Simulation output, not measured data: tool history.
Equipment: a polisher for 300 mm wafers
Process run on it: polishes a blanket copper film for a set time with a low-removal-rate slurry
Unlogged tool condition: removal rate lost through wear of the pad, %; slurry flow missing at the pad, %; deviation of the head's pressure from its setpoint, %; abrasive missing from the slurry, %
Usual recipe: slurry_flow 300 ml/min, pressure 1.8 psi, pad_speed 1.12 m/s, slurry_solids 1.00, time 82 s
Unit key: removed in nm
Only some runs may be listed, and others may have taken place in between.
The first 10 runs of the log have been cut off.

| run | hour | slurry_flow | pressure | pad_speed | slurry_solids | time | wafers since the last listed run | wafers polished on this pad | hours since the slurry nozzle was cleaned | hours since the head pressure was calibrated | hours since the slurry blender was calibrated | incoming thickness of the incoming film, nm | removed |
|---|---|---|---|---|---|---|---|---|---|---|---|---|---|
| 11 | 136.5 | 300 | 1.8 | 1.12 | 0.80 | 82 | 56 | 1120 | 89.8 | 456.0 | 86.9 | 1384.6 | 185.1 |
| 12 | 147.6 | 300 | 1.8 | 1.12 | 0.85 | 82 | 105 | 1225 | 100.9 | 467.1 | 98.0 | 1385.0 | 189.6 |
| 13 | 162.7 | 300 | 1.8 | 1.12 | 1.00 | 98 | 142 | 1368 | 116.0 | 482.2 | 113.1 | 1388.2 | 229.7 |
| 14 | 173.4 | 400 | 1.6 | 1.40 | 1.10 | 82 | 101 | 1469 | 126.7 | 492.9 | 123.8 | 1410.2 | 221.9 |
|  | 177.6 | worn pad replaced by a new one |
| 15 | 181.4 | 340 | 1.4 | 1.12 | 1.00 | 62 | 37 | 35 | 134.7 | 500.9 | 131.8 | 1421.2 | 117.1 |
| 16 | 195.0 | 300 | 1.8 | 1.12 | 1.10 | 99 | 128 | 164 | 148.3 | 514.5 | 145.4 | 1419.8 | 232.1 |
| 17 | 203.0 | 300 | 1.8 | 1.12 | 1.00 | 82 | 75 | 240 | 156.3 | 522.5 | 153.4 | 1437.0 | 189.1 |
|  | 208.9 | head pressure recalibrated |
| 18 | 211.6 | 300 | 1.3 | 1.12 | 1.00 | 82 | 62 | 302 | 164.9 | 2.7 | 162.0 | 1383.1 | 146.2 |
| 19 | 219.8 | 215 | 1.8 | 1.12 | 1.00 | 56 | 77 | 380 | 173.1 | 10.9 | 170.2 | 1396.5 | 126.5 |
| 20 | 237.7 | 300 | 1.8 | 1.12 | 1.00 | 65 | 169 | 549 | 191.0 | 28.8 | 188.1 | 1383.2 | 147.8 |
| 21 | 245.3 | 375 | 1.6 | 1.12 | 1.00 | 82 | 71 | 621 | 198.6 | 36.4 | 195.7 | 1406.3 | 176.0 |
| 22 | 253.1 | 300 | 2.2 | 1.12 | 0.85 | 69 | 73 | 695 | 206.4 | 44.2 | 203.5 | 1395.5 | 184.6 |

Run 23 has not been measured yet. What should we expect?
| 23 | 265.0 | 235 | 2.2 | 0.98 | 1.00 | 82 | 112 | 808 | 218.3 | 56.1 | 215.4 | 1386.0 | ? |

{"run 23": {"removed": 184.5}}
Had the tool carried no hidden state, the very same run would have given removed 191.7 nm.

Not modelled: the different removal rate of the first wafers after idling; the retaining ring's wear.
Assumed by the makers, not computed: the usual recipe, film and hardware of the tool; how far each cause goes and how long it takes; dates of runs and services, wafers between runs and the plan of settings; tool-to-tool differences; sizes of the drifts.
